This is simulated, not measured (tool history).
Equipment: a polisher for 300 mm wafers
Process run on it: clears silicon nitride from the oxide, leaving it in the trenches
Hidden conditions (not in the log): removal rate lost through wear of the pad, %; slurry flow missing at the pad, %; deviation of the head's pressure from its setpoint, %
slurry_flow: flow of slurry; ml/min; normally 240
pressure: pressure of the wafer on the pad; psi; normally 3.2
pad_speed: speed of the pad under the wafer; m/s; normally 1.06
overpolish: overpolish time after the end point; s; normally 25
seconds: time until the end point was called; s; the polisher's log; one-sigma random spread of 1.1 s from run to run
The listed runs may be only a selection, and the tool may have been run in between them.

run     day  slurry_flow  pressure  pad_speed  overpolish  wafers since the last listed run  wafers polished on this pad  hours since the slurry nozzle was cleaned  hours since the head pressure was calibrated  incoming thickness of the incoming film, nm  seconds
  1       0          240       3.2       1.06          25                                 0                          306                                      371.7                                         894.5                                         90.5     89.6
  2   2.833          240       3.2       1.06          25                               341                          648                                      439.7                                         962.5                                         89.3     92.5
  3   3.854          240       3.2       1.06          25                               123                          771                                      464.2                                           987                                           92       93
  4   4.888          240       3.2       1.06          30                               124                          896                                        489                                        1011.8                                         88.4     91.4
  5   5.992          240       3.2       1.06          30                               133                         1029                                      515.5                                        1038.3                                         90.5     96.6
      6.667  -- worn pad replaced by a new one
  6   6.679          240       3.2       1.14          25                                62                            1                                        532                                        1054.8                                         90.4     84.1
  7    7.45          240       3.2       1.14          25                                92                           94                                      550.5                                        1073.3                                         89.2     81.7
  8   8.408          240       3.2       1.14          25                               115                          210                                      573.5                                        1096.3                                           90     85.5
  9   9.888          240       3.2       1.06          25                               178                          388                                        609                                        1131.8                                         89.9     87.7
      9.954  -- slurry nozzle cleaned
     10.829  -- head pressure recalibrated
 10  11.262          240       3.2       1.06          25                               150                          539                                       31.4                                          10.4                                         91.6     95.8
 11  12.008          240       3.2       1.06          25                                89                          629                                       49.3                                          28.3                                         89.9     93.4
 12  12.758          240       3.2       1.06          25                                90                          719                                       67.3                                          46.3                                         88.6     92.2
 13  14.238          240       3.2       1.06          25                               178                          898                                      102.8                                          81.8                                           91     97.3
     14.654  -- worn pad replaced by a new one
 14  14.875          180       3.2        0.7          19                                56                           26                                      118.1                                          97.1                                         90.1    123.1
 15  16.283          240       3.7       1.06          25                               169                          196                                      151.9                                         130.9                                         90.3     77.1
 16  16.983          270       4.2       1.32          25                                84                          281                                      168.7                                         147.7                                         90.8     58.1
 17  17.608          190       3.2       1.42          25                                75                          356                                      183.7                                         162.7                                         90.1     75.6
 18  20.371          240       3.8       1.06          25                               333                          689                                        250                                           229                                         90.2     78.9
     23.221  -- worn pad replaced by a new one
 19   24.85          240       3.6       1.06          25                               520                          196                                      357.5                                         336.5                                         89.6     78.7
 20  26.238          195       3.2       1.06          25                               167                          363                                      390.8                                         369.8                                         90.4       94
 21  27.533          165       2.8        1.3          20                               156                          519                                      421.9                                         400.9                                         89.9     94.9
 22  28.854          240       3.2       1.06          25                               159                          679                                      453.6                                         432.6                                         89.1     90.8
 23  29.746          275       4.3       1.42          25                               107                          786                                        475                                           454                                         90.4     55.3
     31.088  -- worn pad replaced by a new one
 24  31.108          170       2.2       0.92          38                               144                            2                                      507.7                                         486.7                                         88.6    141.7

What if the next run were any one of these 5? Each begins from the tool's condition after run 24:
  A  31.129          240       3.2       1.06          25                                 2                            4                                      508.2                                         487.2                                         89.9        ?
  B  31.129          175       2.4       1.24          10                                 2                            4                                      508.2                                         487.2                                         89.9        ?
  C  31.129          240       2.8       1.06          19                                 2                            4                                      508.2                                         487.2                                         89.9        ?
  D  31.129          165       3.2       1.06          16                                 2                            4                                      508.2                                         487.2                                         89.9        ?
  E  31.129          295       2.7       1.06          33                                 2                            4                                      508.2                                         487.2                                         89.9        ?

run  seconds
  A     89.5
  B    111.6
  C    102.3
  D     94.8
  E    103.8
What these runs would have given with no unlogged condition in the tool:
run  seconds
  A       89
  B    110.9
  C    101.7
  D     94.2
  E    103.1

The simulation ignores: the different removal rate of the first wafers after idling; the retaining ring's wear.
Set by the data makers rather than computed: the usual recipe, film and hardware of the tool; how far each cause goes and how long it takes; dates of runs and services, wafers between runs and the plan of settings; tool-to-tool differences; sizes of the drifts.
